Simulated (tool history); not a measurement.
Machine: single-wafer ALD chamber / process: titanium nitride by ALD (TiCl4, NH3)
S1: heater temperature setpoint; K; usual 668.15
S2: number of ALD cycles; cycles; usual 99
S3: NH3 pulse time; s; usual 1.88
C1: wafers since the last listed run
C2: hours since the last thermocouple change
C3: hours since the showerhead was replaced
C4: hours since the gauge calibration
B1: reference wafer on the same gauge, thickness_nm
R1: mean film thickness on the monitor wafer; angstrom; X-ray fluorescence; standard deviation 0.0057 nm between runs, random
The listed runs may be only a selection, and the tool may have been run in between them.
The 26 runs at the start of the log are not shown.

Run 27, hour 343.8: usual settings but S1 676.15 K, S2 86 cycles, S3 2.47 s; C1 21; C2 257.9; C3 214.8; C4 135.8; B1 2.38. Result: R1 20.04 angstrom.
Run 28, hour 372.7: usual settings but S1 654.15 K, S2 86 cycles; C1 49; C2 286.8; C3 243.7; C4 164.7; B1 2.379. Result: R1 19.68 angstrom.
Run 29, hour 385: usual settings; C1 21; C2 299.1; C3 256; C4 177; B1 2.38. Result: R1 22.83 angstrom.
Run 30, hour 399.7: usual settings but S1 676.15 K, S2 86 cycles, S3 2.47 s; C1 25; C2 313.8; C3 270.7; C4 191.7; B1 2.38. Result: R1 20.14 angstrom.
Run 31, hour 416.4: usual settings; C1 28; C2 330.5; C3 287.4; C4 208.4; B1 2.382. Result: R1 23.01 angstrom.
Run 32, hour 431.7: usual settings; C1 26; C2 345.8; C3 302.7; C4 223.7; B1 2.38. Result: R1 22.92 angstrom.
Run 33, hour 444.1: usual settings; C1 21; C2 358.2; C3 315.1; C4 236.1; B1 2.38. Result: R1 22.89 angstrom.
Run 34, hour 456.6: usual settings but S1 654.15 K, S2 86 cycles; C1 21; C2 370.7; C3 327.6; C4 248.6; B1 2.38. Result: R1 19.7 angstrom.
Run 35, hour 468.5: usual settings; C1 20; C2 382.6; C3 339.5; C4 260.5; B1 2.379. Result: R1 22.87 angstrom.
Run 36, hour 474.6: usual settings but S1 659.15 K, S2 105 cycles, S3 2.1 s; C1 10; C2 388.7; C3 345.6; C4 266.6; B1 2.38. Result: R1 24.2 angstrom.
Run 37, hour 483.6: usual settings but S1 675.15 K, S3 1.52 s; C1 15; C2 397.7; C3 354.6; C4 275.6; B1 2.38. Result: R1 22.8 angstrom.
Run 38, hour 492.1: usual settings but S1 681.15 K, S2 91 cycles, S3 2.07 s; C1 14; C2 406.2; C3 363.1; C4 284.1; B1 2.378. Result: R1 21.2 angstrom.
Run 39, hour 508.1: usual settings but S3 2.51 s; C1 27; C2 422.2; C3 379.1; C4 300.1; B1 2.379. Result: R1 23.13 angstrom.

5 ways to go on from here, each from the tool as it stands after run 39. What would each give?
Run A, hour 508.7: usual settings; C1 1; C2 422.8; C3 379.7; C4 300.7; B1 ?. Result: R1 ?.
Run B, hour 508.7: usual settings but S1 675.15 K, S2 80 cycles, S3 1.38 s; C1 1; C2 422.8; C3 379.7; C4 300.7; B1 ?. Result: R1 ?.
Run C, hour 508.7: usual settings but S1 678.15 K, S2 89 cycles, S3 2.08 s; C1 1; C2 422.8; C3 379.7; C4 300.7; B1 ?. Result: R1 ?.
Run D, hour 508.7: usual settings but S3 1.48 s; C1 1; C2 422.8; C3 379.7; C4 300.7; B1 ?. Result: R1 ?.
Run E, hour 508.7: usual settings but S1 664.15 K, S2 108 cycles, S3 2.21 s; C1 1; C2 422.8; C3 379.7; C4 300.7; B1 ?. Result: R1 ?.

run    B1     R1
  A  2.38  22.87
  B  2.38  18.37
  C  2.38  20.76
  D  2.38  22.65
  E  2.38  25.03
Without the tool's hidden state the same runs would have given:
run     R1
  A  22.87
  B  18.37
  C  20.76
  D  22.65
  E  25.03
